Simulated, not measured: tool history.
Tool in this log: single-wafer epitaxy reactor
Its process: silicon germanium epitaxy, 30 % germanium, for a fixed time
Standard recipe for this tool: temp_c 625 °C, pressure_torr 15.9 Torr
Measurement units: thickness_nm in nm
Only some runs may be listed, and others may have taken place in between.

| run | hour | temp_c | pressure_torr | wafers since the last listed run | hours since the last pyrometer calibration | hours since the last manometer calibration | hours since the showerhead was replaced | hours since the gauge calibration | read-back reference wafer on the same gauge, thickness_nm | thickness_nm |
|---|---|---|---|---|---|---|---|---|---|---|
| 1 | 0.0 | 625 | 12.9 | 0 | 734.5 | 1832.7 | 2967.5 | 331.2 | 66.896 | 77.369 |
| 2 | 89.8 | 625 | 12.9 | 1798 | 824.3 | 1922.5 | 3057.3 | 421.0 | 66.816 | 77.544 |
| 3 | 149.4 | 617 | 15.9 | 1193 | 883.9 | 1982.1 | 3116.9 | 480.6 | 66.726 | 70.799 |
| 4 | 221.3 | 617 | 15.9 | 1440 | 955.8 | 2054.0 | 3188.8 | 552.5 | 66.866 | 70.952 |
| 5 | 275.7 | 617 | 15.9 | 1089 | 1010.2 | 2108.4 | 3243.2 | 606.9 | 66.761 | 70.168 |
| 6 | 359.3 | 630 | 13.0 | 1674 | 1093.8 | 2192.0 | 3326.8 | 690.5 | 66.841 | 86.479 |
| 7 | 412.1 | 630 | 13.0 | 1057 | 1146.6 | 2244.8 | 3379.6 | 743.3 | 66.862 | 86.454 |
|  | 467.4 | capacitance manometer re-zeroed and calibrated |
| 8 | 479.9 | 625 | 15.9 | 1197 | 1214.4 | 12.5 | 3447.4 | 811.1 | 66.714 | 82.825 |
| 9 | 537.4 | 625 | 15.9 | 1151 | 1271.9 | 70.0 | 3504.9 | 868.6 | 66.736 | 82.989 |
|  | 553.0 | gauge calibrated |
| 10 | 582.4 | 625 | 15.9 | 901 | 1316.9 | 115.0 | 3549.9 | 29.4 | 66.736 | 82.710 |
| 11 | 634.0 | 631 | 13.8 | 1033 | 1368.5 | 166.6 | 3601.5 | 81.0 | 66.828 | 90.156 |
| 12 | 675.0 | 616 | 18.6 | 821 | 1409.5 | 207.6 | 3642.5 | 122.0 | 66.759 | 73.042 |
| 13 | 755.2 | 625 | 15.9 | 1606 | 1489.7 | 287.8 | 3722.7 | 202.2 | 66.887 | 83.412 |
| 14 | 846.3 | 630 | 13.0 | 1824 | 1580.8 | 378.9 | 3813.8 | 293.3 | 66.944 | 86.901 |
|  | 936.4 | showerhead replaced |
| 15 | 938.5 | 610 | 18.4 | 1686 | 1673.0 | 471.1 | 2.1 | 385.5 | 66.792 | 64.462 |
| 16 | 995.6 | 625 | 15.9 | 1143 | 1730.1 | 528.2 | 59.2 | 442.6 | 66.701 | 82.702 |
|  | 1047.3 | pyrometer calibrated |
| 17 | 1098.6 | 631 | 19.4 | 1903 | 51.3 | 631.2 | 162.2 | 545.6 | 66.769 | 96.225 |
| 18 | 1155.5 | 625 | 12.4 | 1139 | 108.2 | 688.1 | 219.1 | 602.5 | 66.919 | 75.372 |
| 19 | 1259.6 | 618 | 19.2 | 2085 | 212.3 | 792.2 | 323.2 | 706.6 | 66.658 | 74.761 |
| 20 | 1327.2 | 638 | 19.0 | 1354 | 279.9 | 859.8 | 390.8 | 774.2 | 66.877 | 110.399 |

Here are 5 independent what-if runs from the current tool condition. What would each one return?
| A | 1327.6 | 625 | 15.9 | 8 | 280.3 | 860.2 | 391.2 | 774.6 | ? | ? |
| B | 1327.6 | 621 | 19.0 | 8 | 280.3 | 860.2 | 391.2 | 774.6 | ? | ? |
| C | 1327.6 | 610 | 15.9 | 8 | 280.3 | 860.2 | 391.2 | 774.6 | ? | ? |
| D | 1327.6 | 611 | 13.4 | 8 | 280.3 | 860.2 | 391.2 | 774.6 | ? | ? |
| E | 1327.6 | 614 | 12.4 | 8 | 280.3 | 860.2 | 391.2 | 774.6 | ? | ? |

| run | read-back reference wafer on the same gauge, thickness_nm | thickness_nm |
|---|---|---|
| A | 66.961 | 80.920 |
| B | 66.961 | 78.857 |
| C | 66.961 | 59.908 |
| D | 66.961 | 58.234 |
| E | 66.961 | 60.586 |
With no hidden state in the tool, these same runs would have given:
| run | thickness_nm |
|---|---|
| A | 80.329 |
| B | 78.275 |
| C | 59.454 |
| D | 57.793 |
| E | 60.131 |
